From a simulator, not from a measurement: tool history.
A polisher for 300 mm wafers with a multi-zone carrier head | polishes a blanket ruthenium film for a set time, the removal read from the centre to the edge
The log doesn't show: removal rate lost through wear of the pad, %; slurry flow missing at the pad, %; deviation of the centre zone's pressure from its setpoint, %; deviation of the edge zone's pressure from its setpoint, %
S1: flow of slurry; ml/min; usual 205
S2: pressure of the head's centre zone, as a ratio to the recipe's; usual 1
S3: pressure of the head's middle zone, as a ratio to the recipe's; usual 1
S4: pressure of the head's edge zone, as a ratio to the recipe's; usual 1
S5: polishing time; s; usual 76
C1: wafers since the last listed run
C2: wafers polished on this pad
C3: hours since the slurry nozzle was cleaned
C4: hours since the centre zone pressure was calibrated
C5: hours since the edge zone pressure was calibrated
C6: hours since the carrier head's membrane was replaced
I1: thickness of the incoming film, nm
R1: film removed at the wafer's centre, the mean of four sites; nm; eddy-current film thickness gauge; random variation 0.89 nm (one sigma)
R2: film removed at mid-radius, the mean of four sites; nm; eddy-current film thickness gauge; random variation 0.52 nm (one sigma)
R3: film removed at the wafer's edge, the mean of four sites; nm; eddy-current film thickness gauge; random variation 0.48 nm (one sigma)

Run 1, day 0: usual settings but S5 64 s; C1 0; C2 117; C3 48.3; C4 69.1; C5 758.7; C6 10.4; I1 277. Result: R1 60.1 nm, R2 60.6 nm, R3 59 nm.
Run 2, day 0.488: usual settings but S5 64 s; C1 61; C2 178; C3 60; C4 80.8; C5 770.4; C6 22.1; I1 279.7. Result: R1 59.9 nm, R2 60.5 nm, R3 58 nm.
Run 3, day 0.788: usual settings but S4 1.09; C1 37; C2 216; C3 67.2; C4 88; C5 777.6; C6 29.3; I1 284.1. Result: R1 70.4 nm, R2 71.9 nm, R3 74 nm.
Run 4, day 1.096: usual settings but S4 1.09; C1 38; C2 254; C3 74.6; C4 95.4; C5 785; C6 36.7; I1 279.5. Result: R1 70.6 nm, R2 71.7 nm, R3 73.7 nm.
At day 1.183: edge zone pressure recalibrated.
Run 5, day 1.817: usual settings but S2 0.88, S4 1.08; C1 79; C2 334; C3 91.9; C4 112.7; C5 15.2; C6 54; I1 279.9. Result: R1 62.1 nm, R2 71 nm, R3 72.7 nm.
Run 6, day 2.45: usual settings but S3 1.11; C1 79; C2 413; C3 107.1; C4 127.9; C5 30.4; C6 69.2; I1 281.8. Result: R1 70.8 nm, R2 77.1 nm, R3 69 nm.
Run 7, day 3.025: usual settings but S2 1.04, S3 0.96, S5 60 s; C1 71; C2 485; C3 120.9; C4 141.7; C5 44.2; C6 83; I1 283. Result: R1 58.7 nm, R2 55.3 nm, R3 55.4 nm.
Run 8, day 3.592: usual settings but S1 265 ml/min, S2 1.1; C1 70; C2 556; C3 134.5; C4 155.3; C5 57.8; C6 96.6; I1 279.9. Result: R1 78.3 nm, R2 74 nm, R3 70.8 nm.
Run 9, day 4.117: usual settings but S1 180 ml/min; C1 65; C2 622; C3 147.1; C4 167.9; C5 70.4; C6 109.2; I1 279.8. Result: R1 68.4 nm, R2 70.9 nm, R3 69.8 nm.
Run 10, day 4.483: usual settings but S2 0.95; C1 45; C2 668; C3 155.9; C4 176.7; C5 79.2; C6 118; I1 280.1. Result: R1 69.7 nm, R2 71 nm, R3 69.2 nm.
At day 4.883: worn pad replaced by a new one.
Run 11, day 4.904: usual settings but S4 0.93; C1 31; C2 2; C3 166; C4 186.8; C5 89.3; C6 128.1; I1 278.6. Result: R1 71 nm, R2 72 nm, R3 67.7 nm.
Run 12, day 5.25: usual settings; C1 43; C2 45; C3 174.3; C4 195.1; C5 97.6; C6 136.4; I1 283.1. Result: R1 71.1 nm, R2 70.5 nm, R3 70.1 nm.
Run 13, day 5.525: usual settings; C1 34; C2 80; C3 180.9; C4 201.7; C5 104.2; C6 143; I1 282.2. Result: R1 71 nm, R2 71.4 nm, R3 69.5 nm.
Run 14, day 5.804: usual settings but S2 0.96, S3 1.06; C1 34; C2 115; C3 187.6; C4 208.4; C5 110.9; C6 149.7; I1 284.7. Result: R1 69.4 nm, R2 74.7 nm, R3 70.5 nm.
Run 15, day 6.438: usual settings but S2 1.11; C1 79; C2 194; C3 202.8; C4 223.6; C5 126.1; C6 164.9; I1 278.3. Result: R1 79.3 nm, R2 71.2 nm, R3 70.7 nm.
Run 16, day 7.146: usual settings but S3 1.09, S4 1.09; C1 88; C2 283; C3 219.8; C4 240.6; C5 143.1; C6 181.9; I1 286.3. Result: R1 70.5 nm, R2 75.1 nm, R3 72.1 nm.
Run 17, day 7.404: usual settings but S2 0.91, S5 63 s; C1 32; C2 315; C3 226; C4 246.8; C5 149.3; C6 188.1; I1 281.9. Result: R1 53.7 nm, R2 58.8 nm, R3 57.8 nm.
Run 18, day 8.396: usual settings but S2 0.95; C1 124; C2 439; C3 249.8; C4 270.6; C5 173.1; C6 211.9; I1 280. Result: R1 67.5 nm, R2 71.8 nm, R3 69.8 nm.
Run 19, day 8.988: usual settings but S2 0.91, S5 95 s; C1 74; C2 513; C3 264; C4 284.8; C5 187.3; C6 226.1; I1 276.2. Result: R1 79.1 nm, R2 89.1 nm, R3 87 nm.
Run 20, day 9.712: usual settings but S1 170 ml/min, S2 1.03, S3 1.1, S5 59 s; C1 90; C2 604; C3 281.4; C4 302.2; C5 204.7; C6 243.5; I1 284. Result: R1 54.9 nm, R2 58.4 nm, R3 53.8 nm.
Run 21, day 10.012: usual settings; C1 37; C2 642; C3 288.6; C4 309.4; C5 211.9; C6 250.7; I1 280.8. Result: R1 70.8 nm, R2 71 nm, R3 69.9 nm.
At day 10.233: worn pad replaced by a new one.
Run 22, day 10.346: usual settings but S1 165 ml/min, S3 1.1, S5 97 s; C1 20; C2 14; C3 296.6; C4 317.4; C5 219.9; C6 258.7; I1 282.5. Result: R1 89 nm, R2 95.3 nm, R3 87.8 nm.
Run 23, day 10.888: usual settings but S2 0.96, S4 1.04; C1 67; C2 81; C3 309.6; C4 330.4; C5 232.9; C6 271.7; I1 280.2. Result: R1 68.1 nm, R2 71.4 nm, R3 71.7 nm.
Run 24, day 11.225: usual settings but S3 1.11; C1 42; C2 124; C3 317.7; C4 338.5; C5 241; C6 279.8; I1 282.5. Result: R1 72.4 nm, R2 77.4 nm, R3 68.8 nm.

3 ways to go on from here, each from the tool as it stands after run 24. What would each give?
Run A, day 11.242: usual settings; C1 2; C2 126; C3 318.1; C4 338.9; C5 241.4; C6 280.2; I1 275.1. Result: R1 ?, R2 ?, R3 ?.
Run B, day 11.242: usual settings but S1 185 ml/min, S4 0.92; C1 2; C2 126; C3 318.1; C4 338.9; C5 241.4; C6 280.2; I1 275.1. Result: R1 ?, R2 ?, R3 ?.
Run C, day 11.242: usual settings but S1 235 ml/min, S2 0.9, S3 1.12; C1 2; C2 126; C3 318.1; C4 338.9; C5 241.4; C6 280.2; I1 275.1. Result: R1 ?, R2 ?, R3 ?.

run    R1    R2    R3
  A  73.2  70.8  69.5
  B  72.3    70  66.2
  C  67.3  78.3  70.2
Without the tool's hidden state the same runs would have given:
run    R1    R2    R3
  A  73.2  70.8  69.5
  B  72.3    70  66.2
  C  67.3  78.3  70.2
